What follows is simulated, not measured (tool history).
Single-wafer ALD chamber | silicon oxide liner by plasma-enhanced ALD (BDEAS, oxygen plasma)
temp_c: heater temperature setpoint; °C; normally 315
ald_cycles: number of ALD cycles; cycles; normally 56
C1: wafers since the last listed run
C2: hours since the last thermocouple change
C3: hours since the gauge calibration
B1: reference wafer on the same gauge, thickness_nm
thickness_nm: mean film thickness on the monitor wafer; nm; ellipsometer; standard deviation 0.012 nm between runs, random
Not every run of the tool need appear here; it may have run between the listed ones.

run 1 hour=0 | temp_c=315 ald_cycles=56 | C1=0 C2=2673.4 C3=340 | B1=5.58 | thickness_nm=5.039
run 2 hour=27.8 | temp_c=315 ald_cycles=56 | C1=107 C2=2701.2 C3=367.8 | B1=5.585 | thickness_nm=5.038
run 3 hour=42.9 | temp_c=315 ald_cycles=63 | C1=58 C2=2716.3 C3=382.9 | B1=5.582 | thickness_nm=5.669
run 4 hour=77.7 | temp_c=315 ald_cycles=63 | C1=134 C2=2751.1 C3=417.7 | B1=5.595 | thickness_nm=5.678
-- hour=99.5 gauge calibrated
run 5 hour=113.6 | temp_c=315 ald_cycles=56 | C1=138 C2=2787 C3=14.1 | B1=5.482 | thickness_nm=4.957
run 6 hour=126.3 | temp_c=315 ald_cycles=54 | C1=48 C2=2799.7 C3=26.8 | B1=5.495 | thickness_nm=4.782
run 7 hour=139.9 | temp_c=315 ald_cycles=56 | C1=52 C2=2813.3 C3=40.4 | B1=5.499 | thickness_nm=4.97
run 8 hour=159.6 | temp_c=315 ald_cycles=56 | C1=75 C2=2833 C3=60.1 | B1=5.498 | thickness_nm=4.969
run 9 hour=189.9 | temp_c=315 ald_cycles=56 | C1=116 C2=2863.3 C3=90.4 | B1=5.511 | thickness_nm=4.969
run 10 hour=218.9 | temp_c=315 ald_cycles=56 | C1=111 C2=2892.3 C3=119.4 | B1=5.505 | thickness_nm=4.982
-- hour=302.9 thermocouple changed; heater temperature recalibrated
run 11 hour=325.1 | temp_c=315 ald_cycles=56 | C1=378 C2=22.2 C3=225.6 | B1=5.532 | thickness_nm=5.005
run 12 hour=354.8 | temp_c=315 ald_cycles=56 | C1=114 C2=51.9 C3=255.3 | B1=5.54 | thickness_nm=5.022
run 13 hour=370.3 | temp_c=315 ald_cycles=56 | C1=59 C2=67.4 C3=270.8 | B1=5.545 | thickness_nm=5.031
run 14 hour=389.2 | temp_c=329 ald_cycles=61 | C1=72 C2=86.3 C3=289.7 | B1=5.551 | thickness_nm=5.355
run 15 hour=411.3 | temp_c=315 ald_cycles=65 | C1=85 C2=108.4 C3=311.8 | B1=5.558 | thickness_nm=5.824
run 16 hour=429.2 | temp_c=330 ald_cycles=52 | C1=68 C2=126.3 C3=329.7 | B1=5.557 | thickness_nm=4.574
run 17 hour=463.7 | temp_c=315 ald_cycles=56 | C1=132 C2=160.8 C3=364.2 | B1=5.559 | thickness_nm=5.016
run 18 hour=486.8 | temp_c=306 ald_cycles=64 | C1=88 C2=183.9 C3=387.3 | B1=5.57 | thickness_nm=5.818
-- hour=501 gauge calibrated
run 19 hour=514.9 | temp_c=330 ald_cycles=59 | C1=108 C2=212 C3=13.9 | B1=5.497 | thickness_nm=5.121
run 20 hour=532.3 | temp_c=322 ald_cycles=56 | C1=67 C2=229.4 C3=31.3 | B1=5.517 | thickness_nm=4.927
run 21 hour=557 | temp_c=330 ald_cycles=52 | C1=95 C2=254.1 C3=56 | B1=5.515 | thickness_nm=4.548
run 22 hour=572.8 | temp_c=315 ald_cycles=50 | C1=60 C2=269.9 C3=71.8 | B1=5.513 | thickness_nm=4.464
run 23 hour=594 | temp_c=319 ald_cycles=52 | C1=81 C2=291.1 C3=93 | B1=5.525 | thickness_nm=4.632
run 24 hour=616.3 | temp_c=304 ald_cycles=50 | C1=85 C2=313.4 C3=115.3 | B1=5.533 | thickness_nm=4.522
run 25 hour=629.3 | temp_c=328 ald_cycles=49 | C1=50 C2=326.4 C3=128.3 | B1=5.533 | thickness_nm=4.325
run 26 hour=698.3 | temp_c=306 ald_cycles=52 | C1=265 C2=395.4 C3=197.3 | B1=5.538 | thickness_nm=4.689

Predict each of these 3 candidate next runs independently; none follows another, all start after run 26:
run A hour=698.8 | temp_c=315 ald_cycles=49 | C1=1 C2=395.9 C3=197.8 | B1=? | thickness_nm=?
run B hour=698.8 | temp_c=323 ald_cycles=56 | C1=1 C2=395.9 C3=197.8 | B1=? | thickness_nm=?
run C hour=698.8 | temp_c=325 ald_cycles=56 | C1=1 C2=395.9 C3=197.8 | B1=? | thickness_nm=?

run=A B1=5.543 thickness_nm=4.369
run=B B1=5.543 thickness_nm=4.941
run=C B1=5.543 thickness_nm=4.928
With no hidden state in the tool, these same runs would have given:
run=A thickness_nm=4.325
run=B thickness_nm=4.891
run=C thickness_nm=4.878
